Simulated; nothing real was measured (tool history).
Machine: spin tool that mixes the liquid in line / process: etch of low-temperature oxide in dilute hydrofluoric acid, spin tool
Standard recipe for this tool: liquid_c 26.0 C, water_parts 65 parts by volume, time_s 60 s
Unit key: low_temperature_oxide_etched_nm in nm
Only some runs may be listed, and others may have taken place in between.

run	hour	liquid_c	water_parts	time_s	read-back film thickness of the low-temperature oxide reference wafer, read on the same gauge (nm)	low_temperature_oxide_etched_nm
1	0.0	26.0	65	60	30.01	29.07
2	9.7	26.0	65	60	30.01	29.06
3	26.3	26.0	65	60	30.01	29.19
4	42.7	26.0	65	60	29.99	29.19
5	56.1	26.0	65	60	30.00	29.32
6	62.5	26.0	65	60	29.98	29.07
7	73.0	26.0	65	60	30.01	29.39
8	89.3	26.0	65	60	30.00	29.08
9	100.3	26.0	65	60	30.00	29.15
10	108.1	26.0	65	60	30.00	29.13
11	116.8	26.0	65	60	29.99	29.27
12	129.0	29.0	65	60	30.03	33.03
13	135.2	26.0	90	60	30.01	20.60
# hour 142.8: hydrofluoric acid flow meter replaced
# hour 145.2: gauge calibrated
14	153.0	28.0	85	60	30.01	25.22
15	167.8	27.5	65	60	30.00	33.05
16	175.4	24.5	50	50	30.01	32.01
17	191.3	26.0	65	60	30.00	31.04
# hour 197.5: hydrofluoric acid flow meter replaced, repeated, since the last time left the tool worse
18	202.2	21.5	40	85	29.98	53.44
19	217.1	27.5	90	60	30.00	19.99
# hour 221.7: thermometer replaced
20	233.3	26.0	65	75	30.01	33.77
21	241.5	26.0	65	60	30.00	27.17
22	255.2	26.0	65	60	29.99	26.96
23	270.8	26.0	65	60	30.00	26.83
24	280.8	26.0	65	30	30.02	13.65
25	296.0	29.5	80	45	29.99	18.64

Consider 3 possible next runs. They are alternatives, not a sequence: every one starts from the tool as it was left by run 25. What does each give?
A	296.4	26.0	55	60	?	?
B	296.4	26.0	35	50	?	?
C	296.4	29.5	45	60	?	?

run	read-back film thickness of the low-temperature oxide reference wafer, read on the same gauge (nm)	low_temperature_oxide_etched_nm
A	30.01	32.63
B	30.01	43.93
C	30.01	46.53
With no hidden state in the tool, these same runs would have given:
run	low_temperature_oxide_etched_nm
A	32.10
B	43.23
C	45.78
